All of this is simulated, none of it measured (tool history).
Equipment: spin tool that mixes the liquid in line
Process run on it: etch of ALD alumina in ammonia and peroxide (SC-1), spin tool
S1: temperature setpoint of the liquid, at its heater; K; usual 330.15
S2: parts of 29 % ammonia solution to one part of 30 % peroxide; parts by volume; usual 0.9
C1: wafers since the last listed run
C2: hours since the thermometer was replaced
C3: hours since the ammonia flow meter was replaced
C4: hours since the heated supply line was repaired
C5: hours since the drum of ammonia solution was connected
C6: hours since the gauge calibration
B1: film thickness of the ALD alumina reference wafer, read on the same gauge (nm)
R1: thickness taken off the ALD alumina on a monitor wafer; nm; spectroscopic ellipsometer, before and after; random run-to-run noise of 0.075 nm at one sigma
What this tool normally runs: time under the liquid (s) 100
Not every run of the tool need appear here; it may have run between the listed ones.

run 1 hour=0 | S1=322.65 S2=0.9 time_under_the_liquid_(s)=100 | C1=0 C2=2877.6 C3=1295.5 C4=370.6 C5=138.7 C6=2006.5 | B1=100 | R1=7.33
run 2 hour=32.7 | S1=330.15 S2=0.9 time_under_the_liquid_(s)=100 | C1=292 C2=2910.3 C3=1328.2 C4=403.3 C5=171.4 C6=2039.2 | B1=100 | R1=10.8
-- hour=88.6 thermometer replaced
run 3 hour=181.6 | S1=330.15 S2=0.9 time_under_the_liquid_(s)=100 | C1=1322 C2=93 C3=1477.1 C4=552.2 C5=320.3 C6=2188.1 | B1=99.99 | R1=10.09
run 4 hour=247 | S1=330.15 S2=0.9 time_under_the_liquid_(s)=100 | C1=584 C2=158.4 C3=1542.5 C4=617.6 C5=385.7 C6=2253.5 | B1=100.01 | R1=10.14
run 5 hour=311 | S1=333.65 S2=0.7 time_under_the_liquid_(s)=45 | C1=572 C2=222.4 C3=1606.5 C4=681.6 C5=449.7 C6=2317.5 | B1=100 | R1=5.31
-- hour=332.8 new drum of ammonia solution connected
run 6 hour=335.3 | S1=337.15 S2=0.9 time_under_the_liquid_(s)=100 | C1=208 C2=246.7 C3=1630.8 C4=705.9 C5=2.5 C6=2341.8 | B1=100 | R1=14.23
run 7 hour=360.9 | S1=337.65 S2=1.1 time_under_the_liquid_(s)=50 | C1=228 C2=272.3 C3=1656.4 C4=731.5 C5=28.1 C6=2367.4 | B1=99.99 | R1=7.48
run 8 hour=424.3 | S1=330.15 S2=0.9 time_under_the_liquid_(s)=140 | C1=566 C2=335.7 C3=1719.8 C4=794.9 C5=91.5 C6=2430.8 | B1=100.02 | R1=13.98
run 9 hour=491.9 | S1=336.65 S2=1.15 time_under_the_liquid_(s)=75 | C1=604 C2=403.3 C3=1787.4 C4=862.5 C5=159.1 C6=2498.4 | B1=100.01 | R1=10.66
run 10 hour=560.4 | S1=327.15 S2=0.9 time_under_the_liquid_(s)=100 | C1=612 C2=471.8 C3=1855.9 C4=931 C5=227.6 C6=2566.9 | B1=99.98 | R1=8.47
run 11 hour=584.5 | S1=330.15 S2=0.9 time_under_the_liquid_(s)=155 | C1=215 C2=495.9 C3=1880 C4=955.1 C5=251.7 C6=2591 | B1=99.98 | R1=15.33
run 12 hour=611.3 | S1=330.15 S2=0.9 time_under_the_liquid_(s)=100 | C1=239 C2=522.7 C3=1906.8 C4=981.9 C5=278.5 C6=2617.8 | B1=99.97 | R1=9.87
run 13 hour=639.3 | S1=330.15 S2=0.9 time_under_the_liquid_(s)=100 | C1=250 C2=550.7 C3=1934.8 C4=1009.9 C5=306.5 C6=2645.8 | B1=99.96 | R1=9.88
run 14 hour=669.3 | S1=321.65 S2=0.9 time_under_the_liquid_(s)=100 | C1=268 C2=580.7 C3=1964.8 C4=1039.9 C5=336.5 C6=2675.8 | B1=100.02 | R1=6.27
run 15 hour=720.8 | S1=320.65 S2=1.2 time_under_the_liquid_(s)=150 | C1=460 C2=632.2 C3=2016.3 C4=1091.4 C5=388 C6=2727.3 | B1=99.97 | R1=9.06
-- hour=721.9 ammonia flow meter replaced
-- hour=749.7 gauge calibrated
-- hour=761.1 heated supply line repaired
run 16 hour=782.1 | S1=330.15 S2=0.9 time_under_the_liquid_(s)=100 | C1=530 C2=693.5 C3=60.2 C4=21 C5=449.3 C6=32.4 | B1=100.01 | R1=10.58
run 17 hour=810.8 | S1=330.15 S2=0.9 time_under_the_liquid_(s)=100 | C1=256 C2=722.2 C3=88.9 C4=49.7 C5=478 C6=61.1 | B1=99.99 | R1=10.48
-- hour=848.6 new drum of ammonia solution connected
run 18 hour=870.6 | S1=330.15 S2=0.9 time_under_the_liquid_(s)=120 | C1=525 C2=782 C3=148.7 C4=109.5 C5=22 C6=120.9 | B1=99.99 | R1=12.48
run 19 hour=936.8 | S1=330.15 S2=0.9 time_under_the_liquid_(s)=100 | C1=591 C2=848.2 C3=214.9 C4=175.7 C5=88.2 C6=187.1 | B1=99.98 | R1=10.55
run 20 hour=967.2 | S1=323.15 S2=0.5 time_under_the_liquid_(s)=155 | C1=271 C2=878.6 C3=245.3 C4=206.1 C5=118.6 C6=217.5 | B1=100.04 | R1=10.61
run 21 hour=1034.5 | S1=333.15 S2=0.65 time_under_the_liquid_(s)=130 | C1=601 C2=945.9 C3=312.6 C4=273.4 C5=185.9 C6=284.8 | B1=100 | R1=15.59
run 22 hour=1102.7 | S1=323.65 S2=0.6 time_under_the_liquid_(s)=75 | C1=609 C2=1014.1 C3=380.8 C4=341.6 C5=254.1 C6=353 | B1=100.01 | R1=5.33
run 23 hour=1146.3 | S1=330.15 S2=0.9 time_under_the_liquid_(s)=100 | C1=389 C2=1057.7 C3=424.4 C4=385.2 C5=297.7 C6=396.6 | B1=99.99 | R1=10.39
run 24 hour=1199.9 | S1=325.65 S2=0.9 time_under_the_liquid_(s)=100 | C1=479 C2=1111.3 C3=478 C4=438.8 C5=351.3 C6=450.2 | B1=100.01 | R1=8.22
run 25 hour=1246.3 | S1=323.15 S2=0.5 time_under_the_liquid_(s)=155 | C1=414 C2=1157.7 C3=524.4 C4=485.2 C5=397.7 C6=496.6 | B1=100.02 | R1=10.49

Hidden state or all else? Some run-to-run changes of R1, split into what the settings, what came in and random variation would give without the hidden state, and what is left for the hidden state (with any gauge scatter that isn't in both results):
What the log doesn't record here: liquid hotter than its thermometer reads (K); ammonia flow above the setpoint (%); temperature lost on the way to the wafer (K); ammonia solution weaker than its label (%); gauge reads high (%).
Run 2 -> 3: thermometer replaced. R1 -0.71 nm: hidden state -0.88, all else +0.17.
Run 5 -> 6: S1 333.65 -> 337.15, S2 0.7 -> 0.9, time under the liquid (s) 45 -> 100, new drum of ammonia solution connected. R1 +8.92 nm: hidden state -0.3, all else +9.22.
Run 15 -> 16: S1 320.65 -> 330.15, S2 1.2 -> 0.9, time under the liquid (s) 150 -> 100, ammonia flow meter replaced, gauge calibrated, heated supply line repaired. R1 +1.52 nm: hidden state +0.68, all else +0.84.
Run 21 -> 22: S1 333.15 -> 323.65, S2 0.65 -> 0.6, time under the liquid (s) 130 -> 75. R1 -10.26 nm: hidden state -0.11, all else -10.15.
